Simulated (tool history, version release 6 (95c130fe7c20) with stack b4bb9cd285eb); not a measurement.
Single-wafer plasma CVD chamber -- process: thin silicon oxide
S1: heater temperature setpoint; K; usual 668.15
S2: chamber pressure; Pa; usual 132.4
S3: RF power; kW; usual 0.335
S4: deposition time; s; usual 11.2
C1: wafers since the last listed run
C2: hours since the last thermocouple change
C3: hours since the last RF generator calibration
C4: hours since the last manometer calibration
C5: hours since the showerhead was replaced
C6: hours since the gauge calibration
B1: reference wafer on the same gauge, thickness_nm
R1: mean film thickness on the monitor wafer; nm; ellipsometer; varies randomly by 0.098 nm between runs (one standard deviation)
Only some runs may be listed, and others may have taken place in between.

{"run": 1, "day": 0.0, "S1": 668.15, "S2": 132.4, "S3": 0.335, "S4": 11.2, "C1": 0, "C2": 341.8, "C3": 1152.4, "C4": 1797.2, "C5": 4276.8, "C6": 158.1, "B1": 31.752, "R1": 26.196}
{"run": 2, "day": 1.408, "S1": 668.15, "S2": 115.2, "S3": 0.335, "S4": 11.2, "C1": 979, "C2": 375.6, "C3": 1186.2, "C4": 1831, "C5": 4310.6, "C6": 191.9, "B1": 31.657, "R1": 24.085}
{"run": 3, "day": 2.9, "S1": 668.15, "S2": 115.2, "S3": 0.335, "S4": 11.2, "C1": 1037, "C2": 411.4, "C3": 1222, "C4": 1866.8, "C5": 4346.4, "C6": 227.7, "B1": 31.68, "R1": 24.08}
{"run": 4, "day": 4.142, "S1": 668.15, "S2": 115.2, "S3": 0.335, "S4": 11.2, "C1": 863, "C2": 441.2, "C3": 1251.8, "C4": 1896.6, "C5": 4376.2, "C6": 257.5, "B1": 31.697, "R1": 24.293}
{"run": 5, "day": 5.354, "S1": 668.15, "S2": 144, "S3": 0.335, "S4": 11.2, "C1": 843, "C2": 470.3, "C3": 1280.9, "C4": 1925.7, "C5": 4405.3, "C6": 286.6, "B1": 31.7, "R1": 27.532}
{"run": 6, "day": 7.65, "S1": 668.15, "S2": 144, "S3": 0.335, "S4": 11.2, "C1": 1596, "C2": 525.4, "C3": 1336, "C4": 1980.8, "C5": 4460.4, "C6": 341.7, "B1": 31.722, "R1": 27.312}
{"run": 7, "day": 10.279, "S1": 668.15, "S2": 155.5, "S3": 0.335, "S4": 12, "C1": 1828, "C2": 588.5, "C3": 1399.1, "C4": 2043.9, "C5": 4523.5, "C6": 404.8, "B1": 31.679, "R1": 30.513}
{"run": 8, "day": 11.288, "S1": 668.15, "S2": 155.5, "S3": 0.335, "S4": 12, "C1": 701, "C2": 612.7, "C3": 1423.3, "C4": 2068.1, "C5": 4547.7, "C6": 429, "B1": 31.731, "R1": 30.271}
{"run": 9, "day": 13.633, "S1": 668.15, "S2": 155.5, "S3": 0.335, "S4": 12, "C1": 1631, "C2": 669, "C3": 1479.6, "C4": 2124.4, "C5": 4604, "C6": 485.3, "B1": 31.72, "R1": 30.377}
{"run": 10, "day": 15.496, "S1": 668.15, "S2": 157.1, "S3": 0.335, "S4": 11.2, "C1": 1295, "C2": 713.7, "C3": 1524.3, "C4": 2169.1, "C5": 4648.7, "C6": 530, "B1": 31.755, "R1": 28.602}
{"run": 11, "day": 18.308, "S1": 668.15, "S2": 157.1, "S3": 0.335, "S4": 11.2, "C1": 1956, "C2": 781.2, "C3": 1591.8, "C4": 2236.6, "C5": 4716.2, "C6": 597.5, "B1": 31.699, "R1": 28.538}
{"day": 20.0, "done": "showerhead replaced"}
{"run": 12, "day": 20.267, "S1": 668.15, "S2": 132.4, "S3": 0.335, "S4": 11.2, "C1": 1130, "C2": 828.2, "C3": 1638.8, "C4": 2283.6, "C5": 6.4, "C6": 644.5, "B1": 31.705, "R1": 25.998}
{"run": 13, "day": 21.938, "S1": 678.15, "S2": 132.4, "S3": 0.335, "S4": 11.2, "C1": 1162, "C2": 868.3, "C3": 1678.9, "C4": 2323.7, "C5": 46.5, "C6": 684.6, "B1": 31.726, "R1": 25.848}
{"day": 22.608, "done": "thermocouple changed; heater temperature recalibrated"}
{"run": 14, "day": 24.396, "S1": 655.15, "S2": 118.4, "S3": 0.335, "S4": 11.2, "C1": 1478, "C2": 42.9, "C3": 1737.9, "C4": 2382.7, "C5": 105.5, "C6": 743.6, "B1": 31.699, "R1": 24.563}
{"day": 26.725, "done": "capacitance manometer re-zeroed and calibrated"}
{"run": 15, "day": 26.842, "S1": 668.15, "S2": 132.4, "S3": 0.335, "S4": 11.2, "C1": 1469, "C2": 101.6, "C3": 1796.6, "C4": 2.8, "C5": 164.2, "C6": 802.3, "B1": 31.733, "R1": 26.06}
{"run": 16, "day": 28.392, "S1": 668.15, "S2": 132.4, "S3": 0.335, "S4": 11.2, "C1": 1078, "C2": 138.8, "C3": 1833.8, "C4": 40, "C5": 201.4, "C6": 839.5, "B1": 31.702, "R1": 25.974}
{"day": 29.004, "done": "gauge calibrated"}
{"run": 17, "day": 31.267, "S1": 668.15, "S2": 132.4, "S3": 0.315, "S4": 11.2, "C1": 1999, "C2": 207.8, "C3": 1902.8, "C4": 109, "C5": 270.4, "C6": 54.3, "B1": 31.757, "R1": 25.456}
{"day": 32.829, "done": "RF generator calibrated"}
{"run": 18, "day": 32.85, "S1": 668.15, "S2": 160, "S3": 0.335, "S4": 9.3, "C1": 869, "C2": 245.8, "C3": 0.5, "C4": 147, "C5": 308.4, "C6": 92.3, "B1": 31.694, "R1": 24.301}
{"run": 19, "day": 34.925, "S1": 668.15, "S2": 132.4, "S3": 0.335, "S4": 11.2, "C1": 1443, "C2": 295.6, "C3": 50.3, "C4": 196.8, "C5": 358.2, "C6": 142.1, "B1": 31.666, "R1": 26.528}
{"run": 20, "day": 37.292, "S1": 675.15, "S2": 116.9, "S3": 0.3, "S4": 12.5, "C1": 1646, "C2": 352.4, "C3": 107.1, "C4": 253.6, "C5": 415, "C6": 198.9, "B1": 31.651, "R1": 26.366}
{"run": 21, "day": 40.267, "S1": 668.15, "S2": 109.2, "S3": 0.315, "S4": 11.2, "C1": 2069, "C2": 423.8, "C3": 178.5, "C4": 325, "C5": 486.4, "C6": 270.3, "B1": 31.65, "R1": 23.145}
{"run": 22, "day": 41.329, "S1": 668.15, "S2": 118.7, "S3": 0.335, "S4": 9, "C1": 739, "C2": 449.3, "C3": 204, "C4": 350.5, "C5": 511.9, "C6": 295.8, "B1": 31.68, "R1": 19.937}
{"run": 23, "day": 43.008, "S1": 668.15, "S2": 132.4, "S3": 0.335, "S4": 11.2, "C1": 1167, "C2": 489.6, "C3": 244.3, "C4": 390.8, "C5": 552.2, "C6": 336.1, "B1": 31.703, "R1": 26.507}

Predict each of these 5 candidate next runs independently; none follows another, all start after run 23:
{"run": "A", "day": 43.025, "S1": 668.15, "S2": 132.4, "S3": 0.375, "S4": 11.2, "C1": 11, "C2": 490, "C3": 244.7, "C4": 391.2, "C5": 552.6, "C6": 336.5, "B1": "?", "R1": "?"}
{"run": "B", "day": 43.025, "S1": 657.15, "S2": 113.2, "S3": 0.335, "S4": 11.2, "C1": 11, "C2": 490, "C3": 244.7, "C4": 391.2, "C5": 552.6, "C6": 336.5, "B1": "?", "R1": "?"}
{"run": "C", "day": 43.025, "S1": 668.15, "S2": 102.1, "S3": 0.305, "S4": 11.2, "C1": 11, "C2": 490, "C3": 244.7, "C4": 391.2, "C5": 552.6, "C6": 336.5, "B1": "?", "R1": "?"}
{"run": "D", "day": 43.025, "S1": 656.15, "S2": 155.6, "S3": 0.335, "S4": 11.2, "C1": 11, "C2": 490, "C3": 244.7, "C4": 391.2, "C5": 552.6, "C6": 336.5, "B1": "?", "R1": "?"}
{"run": "E", "day": 43.025, "S1": 655.15, "S2": 113.2, "S3": 0.285, "S4": 9.6, "C1": 11, "C2": 490, "C3": 244.7, "C4": 391.2, "C5": 552.6, "C6": 336.5, "B1": "?", "R1": "?"}

run=A B1=31.755 R1=27.447
run=B B1=31.755 R1=24.213
run=C B1=31.755 R1=21.904
run=D B1=31.755 R1=28.925
run=E B1=31.755 R1=19.682
With no hidden state in the tool, these same runs would have given:
run=A R1=27.492
run=B R1=24.258
run=C R1=21.944
run=D R1=28.978
run=E R1=19.721
